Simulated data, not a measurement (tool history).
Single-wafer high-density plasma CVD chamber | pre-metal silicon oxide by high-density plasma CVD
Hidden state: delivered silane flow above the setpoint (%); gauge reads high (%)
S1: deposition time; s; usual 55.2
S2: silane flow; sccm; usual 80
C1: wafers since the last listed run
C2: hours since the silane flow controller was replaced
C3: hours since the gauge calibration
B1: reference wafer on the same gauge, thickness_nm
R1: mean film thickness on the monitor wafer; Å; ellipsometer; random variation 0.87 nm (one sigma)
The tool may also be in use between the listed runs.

run 1 day=0 | S1=55.2 S2=83 | C1=0 C2=2395.6 C3=632.5 | B1=475.632 | R1=4425.7
-- day=2.246 gauge calibrated
run 2 day=2.521 | S1=55.2 S2=83 | C1=1346 C2=2456.1 C3=6.6 | B1=476.115 | R1=4430.51
run 3 day=3.479 | S1=55.2 S2=83 | C1=511 C2=2479.1 C3=29.6 | B1=475.597 | R1=4429.88
run 4 day=4.838 | S1=55.2 S2=80 | C1=725 C2=2511.7 C3=62.2 | B1=475.882 | R1=4349.4
run 5 day=6.162 | S1=55.2 S2=80 | C1=707 C2=2543.5 C3=94 | B1=475.841 | R1=4373.5
run 6 day=6.783 | S1=55.2 S2=80 | C1=331 C2=2558.4 C3=108.9 | B1=476.13 | R1=4385.43
run 7 day=7.375 | S1=55.2 S2=80 | C1=316 C2=2572.6 C3=123.1 | B1=475.72 | R1=4353.19
run 8 day=8.038 | S1=55.2 S2=80 | C1=353 C2=2588.5 C3=139 | B1=475.948 | R1=4364.29
run 9 day=9.021 | S1=55.2 S2=80 | C1=525 C2=2612.1 C3=162.6 | B1=476.172 | R1=4358.9
run 10 day=10.404 | S1=55.2 S2=80 | C1=738 C2=2645.3 C3=195.8 | B1=476.019 | R1=4361.93
run 11 day=11.546 | S1=55.2 S2=80 | C1=609 C2=2672.7 C3=223.2 | B1=475.939 | R1=4368.15
run 12 day=12.079 | S1=55.2 S2=80 | C1=284 C2=2685.5 C3=236 | B1=476.085 | R1=4360.63
run 13 day=12.725 | S1=55.2 S2=80 | C1=345 C2=2701 C3=251.5 | B1=476.042 | R1=4370.07
run 14 day=13.883 | S1=55.2 S2=76 | C1=618 C2=2728.8 C3=279.3 | B1=476.265 | R1=4269.35
run 15 day=14.767 | S1=55.2 S2=76 | C1=471 C2=2750 C3=300.5 | B1=475.92 | R1=4266.79
run 16 day=15.904 | S1=55.2 S2=80 | C1=607 C2=2777.3 C3=327.8 | B1=476.195 | R1=4380.74
run 17 day=16.921 | S1=55.2 S2=80 | C1=543 C2=2801.7 C3=352.2 | B1=476.246 | R1=4392.25
run 18 day=18.117 | S1=55.2 S2=80 | C1=638 C2=2830.4 C3=380.9 | B1=475.999 | R1=4384.31
run 19 day=19.475 | S1=55.2 S2=80 | C1=725 C2=2863 C3=413.5 | B1=476.254 | R1=4384.68
run 20 day=20.596 | S1=48.1 S2=87 | C1=598 C2=2889.9 C3=440.4 | B1=475.697 | R1=4002.35
run 21 day=21.15 | S1=48.1 S2=87 | C1=296 C2=2903.2 C3=453.7 | B1=476.038 | R1=3985.91
run 22 day=22.075 | S1=48.1 S2=87 | C1=494 C2=2925.4 C3=475.9 | B1=476.353 | R1=4008.44
run 23 day=22.717 | S1=63.9 S2=93 | C1=342 C2=2940.8 C3=491.3 | B1=476.024 | R1=5505.55
run 24 day=23.8 | S1=58.9 S2=92 | C1=578 C2=2966.8 C3=517.3 | B1=476.075 | R1=5022.2
run 25 day=24.75 | S1=55.2 S2=80 | C1=507 C2=2989.6 C3=540.1 | B1=476.348 | R1=4380.08
-- day=25.208 gauge calibrated
run 26 day=25.325 | S1=58.6 S2=65 | C1=307 C2=3003.4 C3=2.8 | B1=475.945 | R1=4217.47
run 27 day=26.8 | S1=61.8 S2=80 | C1=787 C2=3038.8 C3=38.2 | B1=476.037 | R1=4937.79
run 28 day=27.896 | S1=55.2 S2=80 | C1=585 C2=3065.1 C3=64.5 | B1=475.801 | R1=4409.61
run 29 day=29.35 | S1=55.2 S2=80 | C1=776 C2=3100 C3=99.4 | B1=475.553 | R1=4411.87
run 30 day=30.279 | S1=55.2 S2=80 | C1=496 C2=3122.3 C3=121.7 | B1=475.812 | R1=4397.51
run 31 day=31.712 | S1=46 S2=80 | C1=765 C2=3156.7 C3=156.1 | B1=475.695 | R1=3665.04
-- day=33.017 silane flow controller replaced
run 32 day=35.6 | S1=60.1 S2=80 | C1=1898 C2=62 C3=249.4 | B1=476.068 | R1=4675.42
run 33 day=36.362 | S1=64.7 S2=74 | C1=407 C2=80.3 C3=267.7 | B1=476.176 | R1=4837.28
run 34 day=37.825 | S1=44.5 S2=73 | C1=781 C2=115.4 C3=302.8 | B1=475.721 | R1=3308.68
run 35 day=38.529 | S1=50.3 S2=67 | C1=376 C2=132.3 C3=319.7 | B1=475.846 | R1=3593.82
run 36 day=39.596 | S1=55.2 S2=80 | C1=569 C2=157.9 C3=345.3 | B1=476.058 | R1=4288.25

Run 37 comes next. What will it give?
run 37 day=40.838 | S1=45.7 S2=95 | C1=663 C2=187.7 C3=375.1 | B1=? | R1=?

B1: 475.927
R1: 3880.11 Å
Without the tool's hidden state the same run would have given R1 3869.25 Å.

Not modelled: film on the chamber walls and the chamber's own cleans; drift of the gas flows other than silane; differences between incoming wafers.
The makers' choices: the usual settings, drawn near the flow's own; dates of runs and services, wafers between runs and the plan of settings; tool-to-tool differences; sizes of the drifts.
